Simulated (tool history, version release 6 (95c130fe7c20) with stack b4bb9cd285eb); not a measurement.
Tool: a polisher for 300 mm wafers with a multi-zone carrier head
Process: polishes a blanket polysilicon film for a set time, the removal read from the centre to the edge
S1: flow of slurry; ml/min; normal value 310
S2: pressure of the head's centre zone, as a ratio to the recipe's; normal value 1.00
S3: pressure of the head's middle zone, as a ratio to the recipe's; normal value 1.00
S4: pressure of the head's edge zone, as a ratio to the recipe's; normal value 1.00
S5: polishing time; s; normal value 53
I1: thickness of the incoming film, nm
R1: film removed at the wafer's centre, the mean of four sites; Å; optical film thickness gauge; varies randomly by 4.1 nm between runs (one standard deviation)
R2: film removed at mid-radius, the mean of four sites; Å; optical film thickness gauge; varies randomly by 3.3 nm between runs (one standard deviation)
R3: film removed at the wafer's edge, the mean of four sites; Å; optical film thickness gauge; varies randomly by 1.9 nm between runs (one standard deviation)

| run | hour | S1 | S2 | S3 | S4 | S5 | I1 | R1 | R2 | R3 |
|---|---|---|---|---|---|---|---|---|---|---|
| 1 | 0.0 | 310 | 1.00 | 1.00 | 1.00 | 53 | 1273.8 | 3047 | 2887 | 2945 |
| 2 | 14.2 | 390 | 0.88 | 1.00 | 1.11 | 47 | 1265.3 | 2498 | 2580 | 2718 |
| 3 | 20.8 | 310 | 1.07 | 1.00 | 1.00 | 59 | 1285.0 | 3364 | 3144 | 3160 |
| 4 | 38.2 | 280 | 1.00 | 1.07 | 1.00 | 53 | 1268.6 | 2788 | 2874 | 2804 |
| 5 | 52.5 | 240 | 1.00 | 1.00 | 0.94 | 53 | 1247.2 | 2821 | 2690 | 2634 |
|  | 54.7 | edge zone pressure recalibrated |
|  | 82.2 | carrier head's membrane replaced by a new one |
|  | 85.1 | worn pad replaced by a new one |
| 6 | 98.0 | 310 | 1.00 | 1.00 | 1.00 | 53 | 1241.3 | 3018 | 2914 | 2987 |
| 7 | 111.2 | 310 | 0.94 | 1.00 | 1.00 | 44 | 1253.6 | 2351 | 2412 | 2395 |
| 8 | 118.7 | 255 | 0.89 | 1.00 | 1.12 | 60 | 1266.1 | 3059 | 3180 | 3368 |
| 9 | 132.2 | 405 | 1.06 | 1.00 | 1.04 | 53 | 1275.0 | 3036 | 2886 | 2905 |
|  | 144.5 | centre zone pressure recalibrated |
| 10 | 147.4 | 310 | 0.92 | 1.00 | 1.00 | 53 | 1288.9 | 2737 | 2781 | 2774 |
| 11 | 162.8 | 310 | 0.91 | 0.89 | 0.89 | 38 | 1258.1 | 1928 | 1786 | 1902 |
| 12 | 177.9 | 280 | 1.00 | 1.07 | 1.00 | 53 | 1274.3 | 2831 | 2899 | 2737 |
|  | 190.8 | worn pad replaced by a new one |
| 13 | 191.3 | 310 | 1.00 | 1.00 | 1.00 | 53 | 1279.0 | 3140 | 3040 | 3055 |
| 14 | 208.0 | 340 | 1.00 | 0.97 | 1.08 | 37 | 1280.9 | 2080 | 2003 | 2153 |
| 15 | 219.9 | 310 | 1.00 | 0.92 | 1.00 | 53 | 1262.6 | 2994 | 2676 | 2867 |
| 16 | 234.5 | 255 | 1.03 | 1.07 | 1.09 | 53 | 1260.7 | 2911 | 2997 | 2913 |
| 17 | 247.2 | 365 | 1.00 | 1.11 | 1.07 | 53 | 1270.9 | 2976 | 3075 | 2895 |
| 18 | 263.9 | 310 | 1.00 | 1.00 | 0.94 | 53 | 1254.5 | 2874 | 2742 | 2711 |
| 19 | 281.1 | 310 | 1.00 | 1.00 | 1.00 | 53 | 1267.8 | 2890 | 2723 | 2737 |
|  | 289.4 | worn pad replaced by a new one |
| 20 | 289.9 | 310 | 1.00 | 1.00 | 1.00 | 48 | 1272.6 | 2914 | 2759 | 2786 |
| 21 | 298.4 | 310 | 1.00 | 1.00 | 1.00 | 53 | 1268.3 | 3148 | 3000 | 3001 |
| 22 | 311.8 | 310 | 0.91 | 0.93 | 0.91 | 70 | 1250.5 | 3762 | 3623 | 3726 |
| 23 | 323.9 | 385 | 1.00 | 0.95 | 1.00 | 53 | 1270.5 | 3053 | 2814 | 2919 |

State the hidden condition of the tool at each of the runs:
slurry flow missing at the pad, %: 0 across all the runs
deviation of the centre zone's pressure from its setpoint, %: 0 across all the runs
deviation of the edge zone's pressure from its setpoint, %: 0 across all the runs
H1: removal rate lost through wear of the pad, %
| run | H1 |
|---|---|
| 1 | 5.06 |
| 2 | 7.1 |
| 3 | 7.81 |
| 4 | 9.19 |
| 5 | 9.94 |
| 6 | 3.76 |
| 7 | 6.12 |
| 8 | 7.13 |
| 9 | 8.52 |
| 10 | 9.59 |
| 11 | 10.3 |
| 12 | 10.8 |
| 13 | 0.738 |
| 14 | 4.7 |
| 15 | 6.63 |
| 16 | 8.3 |
| 17 | 9.3 |
| 18 | 10.2 |
| 19 | 10.8 |
| 20 | 0.152 |
| 21 | 2.39 |
| 22 | 5.04 |
| 23 | 6.75 |

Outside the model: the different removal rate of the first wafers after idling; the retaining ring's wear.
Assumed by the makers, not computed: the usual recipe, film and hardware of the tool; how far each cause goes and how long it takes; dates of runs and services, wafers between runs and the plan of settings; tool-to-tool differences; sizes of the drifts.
